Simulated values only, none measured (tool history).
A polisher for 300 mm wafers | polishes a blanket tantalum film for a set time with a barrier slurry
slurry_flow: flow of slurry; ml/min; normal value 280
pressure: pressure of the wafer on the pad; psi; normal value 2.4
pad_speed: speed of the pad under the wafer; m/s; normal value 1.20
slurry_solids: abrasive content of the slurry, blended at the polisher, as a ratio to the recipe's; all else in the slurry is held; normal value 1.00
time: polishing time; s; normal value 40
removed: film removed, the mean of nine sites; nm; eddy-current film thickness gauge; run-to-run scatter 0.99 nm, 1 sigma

| run | hour | slurry_flow | pressure | pad_speed | slurry_solids | time | incoming thickness of the incoming film, nm | removed |
|---|---|---|---|---|---|---|---|---|
| 1 | 0.0 | 280 | 2.4 | 1.34 | 1.00 | 40 | 268.9 | 112.9 |
| 2 | 179.5 | 280 | 2.4 | 1.20 | 1.00 | 40 | 270.1 | 94.3 |
| 3 | 249.7 | 280 | 2.4 | 1.20 | 0.80 | 40 | 272.3 | 89.2 |
| 4 | 304.6 | 280 | 2.4 | 1.20 | 0.80 | 40 | 271.3 | 90.3 |
| 5 | 336.9 | 280 | 2.4 | 1.20 | 1.00 | 40 | 270.9 | 94.2 |
| 6 | 366.4 | 280 | 2.4 | 1.20 | 1.00 | 40 | 267.0 | 107.0 |
| 7 | 437.2 | 280 | 2.4 | 1.20 | 1.00 | 40 | 274.1 | 101.4 |
| 8 | 604.5 | 345 | 2.4 | 1.20 | 0.90 | 40 | 266.8 | 95.5 |
| 9 | 632.2 | 345 | 2.4 | 1.20 | 0.90 | 40 | 273.8 | 95.1 |
| 10 | 656.5 | 230 | 2.4 | 1.20 | 1.00 | 40 | 269.8 | 93.3 |
| 11 | 751.6 | 230 | 2.4 | 1.20 | 1.00 | 40 | 266.0 | 91.6 |
| 12 | 793.7 | 280 | 2.4 | 1.20 | 1.00 | 40 | 270.8 | 105.4 |
| 13 | 837.9 | 280 | 2.4 | 1.20 | 1.00 | 34 | 266.5 | 86.4 |
| 14 | 949.1 | 280 | 2.4 | 1.20 | 1.00 | 40 | 265.9 | 95.6 |
| 15 | 1001.5 | 325 | 2.4 | 1.20 | 1.00 | 40 | 273.6 | 98.3 |
| 16 | 1069.0 | 280 | 3.0 | 1.56 | 1.00 | 53 | 265.5 | 194.7 |
| 17 | 1109.4 | 280 | 2.2 | 0.86 | 1.00 | 40 | 265.0 | 64.7 |
| 18 | 1147.8 | 340 | 2.1 | 0.92 | 0.75 | 40 | 270.1 | 62.5 |
| 19 | 1201.6 | 215 | 2.4 | 1.32 | 1.00 | 40 | 271.7 | 113.4 |
| 20 | 1267.1 | 280 | 2.0 | 1.20 | 1.00 | 40 | 266.4 | 88.8 |
| 21 | 1308.3 | 280 | 2.4 | 1.20 | 1.00 | 40 | 275.1 | 99.7 |
| 22 | 1335.5 | 380 | 2.4 | 1.08 | 0.80 | 35 | 267.7 | 76.0 |
| 23 | 1390.8 | 280 | 2.4 | 1.42 | 0.80 | 40 | 269.3 | 107.8 |
| 24 | 1456.8 | 280 | 2.6 | 0.96 | 1.00 | 40 | 273.4 | 82.2 |
| 25 | 1509.7 | 280 | 2.7 | 1.20 | 1.20 | 40 | 264.7 | 109.3 |
| 26 | 1568.0 | 225 | 2.4 | 0.96 | 0.80 | 40 | 269.6 | 69.4 |
| 27 | 1595.7 | 335 | 2.4 | 1.08 | 1.30 | 40 | 272.6 | 92.5 |
| 28 | 1642.1 | 335 | 2.4 | 1.20 | 1.10 | 40 | 268.1 | 109.8 |
| 29 | 1691.5 | 280 | 3.0 | 1.42 | 1.00 | 40 | 267.5 | 140.8 |
| 30 | 1753.3 | 280 | 2.4 | 1.20 | 1.00 | 40 | 272.6 | 98.0 |

Between the runs listed above, the log contained 14 entries, not reproduced here. Where in the sequence does each belong, and how does what the log doesn't record of the tool's condition differ from the listed run before to the listed run after?
Run 1 -> run 2: slurry blender recalibrated (hour 81.2)
  removal rate lost through wear of the pad, %: 5.92 -> 11.4
  the result without the hidden state subtracted from the measured one, removed: -7.1 -> -12.1 nm
Run 5 -> run 6: worn pad replaced by a new one (hour 361.6)
  removal rate lost through wear of the pad, %: 12.7 -> 0.928
  the result without the hidden state subtracted from the measured one, removed: -13.6 -> -1.0 nm
Run 6 -> run 7: slurry nozzle cleaned (hour 374.0)
  removal rate lost through wear of the pad, %: 0.928 -> 6.02
  the result without the hidden state subtracted from the measured one, removed: -1.0 -> -6.5 nm
Run 7 -> run 8: slurry blender recalibrated (hour 451.4)
  removal rate lost through wear of the pad, %: 6.02 -> 11.1
  the result without the hidden state subtracted from the measured one, removed: -6.5 -> -11.9 nm
Run 11 -> run 12: worn pad replaced by a new one (hour 769.2)
  removal rate lost through wear of the pad, %: 12.4 -> 2.3
  the result without the hidden state subtracted from the measured one, removed: -13.0 -> -2.5 nm
Run 12 -> run 13: slurry nozzle cleaned (hour 808.1); slurry blender recalibrated (hour 833.0); head pressure recalibrated (hour 835.9)
  removal rate lost through wear of the pad, %: 2.3 -> 5.3
  the result without the hidden state subtracted from the measured one, removed: -2.5 -> -4.8 nm
Run 18 -> run 19: worn pad replaced by a new one (hour 1201.1)
  removal rate lost through wear of the pad, %: 12 -> 0.502
  the result without the hidden state subtracted from the measured one, removed: -8.5 -> -0.5 nm
Run 20 -> run 21: slurry nozzle cleaned (hour 1287.2); slurry blender recalibrated (hour 1299.4)
  removal rate lost through wear of the pad, %: 5.46 -> 7.52
  the result without the hidden state subtracted from the measured one, removed: -5.1 -> -8.1 nm
Run 27 -> run 28: worn pad replaced by a new one (hour 1629.6)
  removal rate lost through wear of the pad, %: 12.4 -> 2.32
  the result without the hidden state subtracted from the measured one, removed: -13.1 -> -2.6 nm
Run 29 -> run 30: slurry blender recalibrated (hour 1734.5); slurry nozzle cleaned (hour 1744.3)
  removal rate lost through wear of the pad, %: 5.93 -> 8.88
  the result without the hidden state subtracted from the measured one, removed: -8.8 -> -9.5 nm
